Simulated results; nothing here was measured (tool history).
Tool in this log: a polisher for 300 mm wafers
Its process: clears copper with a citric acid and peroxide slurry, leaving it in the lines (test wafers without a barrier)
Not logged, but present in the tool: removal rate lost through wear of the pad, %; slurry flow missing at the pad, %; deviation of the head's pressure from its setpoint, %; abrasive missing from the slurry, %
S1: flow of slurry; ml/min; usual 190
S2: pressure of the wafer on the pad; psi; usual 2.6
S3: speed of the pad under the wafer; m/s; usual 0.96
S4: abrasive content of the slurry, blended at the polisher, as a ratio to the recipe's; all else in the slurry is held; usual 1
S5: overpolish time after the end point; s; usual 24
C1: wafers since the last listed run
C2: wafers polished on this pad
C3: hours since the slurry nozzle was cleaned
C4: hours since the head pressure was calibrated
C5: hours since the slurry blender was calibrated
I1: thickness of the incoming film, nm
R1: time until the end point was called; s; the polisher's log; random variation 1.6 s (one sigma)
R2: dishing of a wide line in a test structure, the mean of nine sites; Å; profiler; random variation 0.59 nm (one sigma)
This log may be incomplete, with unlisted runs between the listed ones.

run    hour   S1   S2    S3    S4  S5    C1    C2     C3      C4     C5     I1     R1   R2
  1       0  190  2.6   0.8     1  24     0  2922    345   872.3   21.9  135.3  101.5  202
       27.8  -- worn pad replaced by a new one
       80.5  -- head pressure recalibrated
  2    97.8  190  2.6   0.8     1  24   616   456  442.8    17.3  119.7  132.8   97.9  212
  3   134.3  190  2.6  0.96     1  32   245   701  479.3    53.8  156.2  137.3   83.5  333
      224.3  -- slurry nozzle cleaned
  4   227.5  145  2.6  0.96     1  24   619  1320    3.2     147  249.4  135.9   89.2  237
  5   266.4  145  2.6  0.96     1  24   261  1582   42.1   185.9  288.3  136.5   88.8  246
  6   329.9  190  2.6  0.96     1  24   426  2008  105.6   249.4  351.8  133.2   81.9  243
  7   421.8  190  2.6  0.96     1  24   617  2625  197.5   341.3  443.7  134.2   81.1  251
      486.1  -- slurry blender recalibrated
      531.3  -- worn pad replaced by a new one, of another model than before
  8   731.2  190  2.6  0.96   1.2  24  2037  1342  506.9   650.7  245.1  134.5   80.3  254
      755.5  -- slurry nozzle cleaned
  9   788.1  190  2.6  0.96   1.2  24   375  1718   32.6   707.6    302  136.9   83.3  256
 10   866.7  190  2.6  0.96   1.2  24   527  2246  111.2   786.2  380.6  133.6   80.9  256
      882.8  -- slurry blender recalibrated
      918.1  -- worn pad replaced by a new one
 11   946.7  170  2.6  0.96     1  24   496   192  191.2   866.2   63.9  135.2   89.4  243
 12  1012.9  190  2.6   1.2     1  24   444   636  257.4   932.4  130.1  136.3   74.6  267
 13  1060.5  190  2.6   1.2     1  24   319   956    305     980  177.7  133.7   76.5  271
 14  1115.4  190  2.6  0.66     1  24   368  1325  359.9  1034.9  232.6  134.6  106.4  192
 15    1193  140    2   0.7     1  11   521  1846  437.5  1112.5  310.2    136  142.7   75
     1199.8  -- slurry nozzle cleaned
 16  1235.6  190  1.8  1.12  0.75  24   279  2125   35.8  1155.1  352.8  135.5  104.8  197
     1242.8  -- head pressure recalibrated
 17  1292.8  190  2.6   0.8     1  24   370  2496     93      50    410  134.6   87.7  225
     1347.2  -- slurry blender recalibrated
 18  1349.5  190  1.7  0.96   0.9  13   367  2863  149.7   106.7    2.3  134.4  112.5  111
     1418.5  -- worn pad replaced by a new one
 19  1438.3  190  2.6  0.68     1  30   569   132  238.5   195.5   91.1  134.4  100.3  270
 20  1477.5  250  2.6  0.64     1  24   263   396  277.7   234.7  130.3  133.7   97.6  221
 21  1537.6  190  2.6  0.96     1  24   403   799  337.8   294.8  190.4  134.4   82.8  249
 22  1613.4  190  3.3  1.16  0.75  24   509  1308  413.6   370.6  266.2  134.2   68.4  304
     1649.2  -- slurry nozzle cleaned
 23  1688.4  140  2.6  0.96     1  24   496  1805   39.2   445.6  341.2  133.7   95.7  214
     1773.6  -- slurry blender recalibrated
 24  1789.1  190  2.6  0.96     1  24   662  2468  139.9   546.3   15.5    135   85.1  252
     1891.5  -- worn pad replaced by a new one
 25  1895.1  190  2.6  0.96     1  24   685    24  245.9   652.3  121.5  133.2   85.9  252
 26  1974.6  190  2.6  1.16     1  24   533   558  325.4   731.8    201  134.3   77.6  271
 27  2051.6  190  2.6  0.96     1  33   517  1075  402.4   808.8    278    135     85  318
     2091.2  -- slurry nozzle cleaned
 28  2111.3  215  2.9  0.96     1  38   394  1469   20.1   868.5  337.7  136.1   78.8  403

What if the next run were any one of these 4? Each begins from the tool's condition after run 28:
  A  2111.8  190  2.6  0.96    1  24   3  1472  20.6  869  338.2  134.3   ?   ?
  B  2111.8  190  3.2  0.96  1.1  24   3  1472  20.6  869  338.2  134.3   ?   ?
  C  2111.8  165  1.8  0.72    1  24   3  1472  20.6  869  338.2  134.3   ?   ?
  D  2111.8  165  3.4  0.96  0.9  14   3  1472  20.6  869  338.2  134.3   ?   ?

run     R1   R2
  A     85  256
  B   71.9  298
  C  130.8  172
  D   75.4  176
Had the tool no hidden state, the same runs would have come out as:
run     R1   R2
  A   80.7  268
  B   68.3  312
  C  124.4  180
  D   71.6  184

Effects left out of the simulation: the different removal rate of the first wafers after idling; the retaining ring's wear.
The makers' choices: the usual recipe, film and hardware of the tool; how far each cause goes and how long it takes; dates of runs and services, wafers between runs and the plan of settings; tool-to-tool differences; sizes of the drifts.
